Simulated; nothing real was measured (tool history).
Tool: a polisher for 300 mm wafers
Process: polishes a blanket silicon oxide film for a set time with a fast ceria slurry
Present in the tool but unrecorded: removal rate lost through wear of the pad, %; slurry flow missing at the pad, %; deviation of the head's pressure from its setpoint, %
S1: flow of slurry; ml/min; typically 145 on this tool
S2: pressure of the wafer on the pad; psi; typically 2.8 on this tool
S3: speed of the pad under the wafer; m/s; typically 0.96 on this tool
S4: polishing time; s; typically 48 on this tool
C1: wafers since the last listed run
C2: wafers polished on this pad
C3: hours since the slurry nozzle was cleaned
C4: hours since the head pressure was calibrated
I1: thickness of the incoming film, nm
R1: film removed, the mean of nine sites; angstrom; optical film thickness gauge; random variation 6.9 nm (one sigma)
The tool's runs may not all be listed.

run	hour	S1	S2	S3	S4	C1	C2	C3	C4	I1	R1
1	0.0	145	2.8	0.96	48	0	729	516.3	254.7	2063.4	6160
2	18.3	145	2.8	0.96	48	167	897	534.6	273.0	2044.9	6167
3	43.8	145	2.8	0.96	48	234	1131	560.1	298.5	2056.1	6159
# hour 56.1: worn pad replaced by a new one
4	120.3	145	2.8	0.96	48	665	589	636.6	375.0	2019.8	6189
5	149.3	145	2.8	0.96	48	266	855	665.6	404.0	2088.7	6036
6	170.8	145	2.8	0.96	48	197	1052	687.1	425.5	2039.3	6063
7	190.3	145	2.8	0.96	48	178	1231	706.6	445.0	2080.4	6009
8	208.5	145	2.8	0.96	41	167	1398	724.8	463.2	2067.8	5189
# hour 220.7: worn pad replaced by a new one
# hour 236.6: head pressure recalibrated
9	243.1	145	2.8	0.96	41	262	187	759.4	6.5	2088.1	4704
10	263.2	145	2.8	0.96	41	184	371	779.5	26.6	2061.4	4691
11	289.8	145	2.8	0.96	48	244	615	806.1	53.2	2067.0	5683
12	323.9	145	3.0	0.96	48	312	928	840.2	87.3	2066.2	5995
# hour 326.2: head pressure recalibrated, repeated, since the last time left the tool worse
# hour 352.7: worn pad replaced by a new one
# hour 355.0: slurry nozzle cleaned
13	378.2	145	3.0	0.96	48	434	224	23.2	52.0	2026.4	6656
14	411.6	190	2.8	1.24	38	306	531	56.6	85.4	2034.6	6399
15	459.2	145	2.8	0.96	48	436	968	104.2	133.0	2059.2	6196
16	478.6	145	2.8	0.86	63	178	1146	123.6	152.4	2051.9	7243
17	496.1	185	3.4	0.96	54	160	1306	141.1	169.9	2051.8	8096
# hour 505.4: worn pad replaced by a new one
18	531.9	145	2.8	0.96	39	291	242	176.9	205.7	2044.5	5052
19	548.8	145	2.8	1.30	48	155	397	193.8	222.6	2073.5	8322
20	577.1	170	2.8	1.30	41	259	657	222.1	250.9	2052.1	7067
21	592.9	95	2.5	0.96	48	145	802	237.9	266.7	2070.2	5495
22	625.2	145	2.8	0.62	55	296	1099	270.2	299.0	2065.6	4535
# hour 656.0: worn pad replaced by a new one
23	656.5	145	2.2	1.10	48	250	4	301.5	330.3	2070.6	6018
24	678.7	145	3.7	1.06	36	203	208	323.7	352.5	2060.0	6050
25	709.0	145	2.8	0.96	48	278	486	354.0	382.8	2036.5	5854
26	737.8	145	2.8	0.96	48	264	750	382.8	411.6	2060.5	5979

Below are 3 alternative next runs, each starting from the tool's condition after run 26. Predict each:
A	738.2	145	2.8	0.96	42	3	754	383.2	412.0	2073.2	?
B	738.2	145	2.8	0.96	64	3	754	383.2	412.0	2073.2	?
C	738.2	185	3.3	1.20	65	3	754	383.2	412.0	2073.2	?

run	R1
A	5278
B	8042
C	11702
With no hidden state in the tool, these same runs would have given:
run	R1
A	5556
B	8467
C	12319

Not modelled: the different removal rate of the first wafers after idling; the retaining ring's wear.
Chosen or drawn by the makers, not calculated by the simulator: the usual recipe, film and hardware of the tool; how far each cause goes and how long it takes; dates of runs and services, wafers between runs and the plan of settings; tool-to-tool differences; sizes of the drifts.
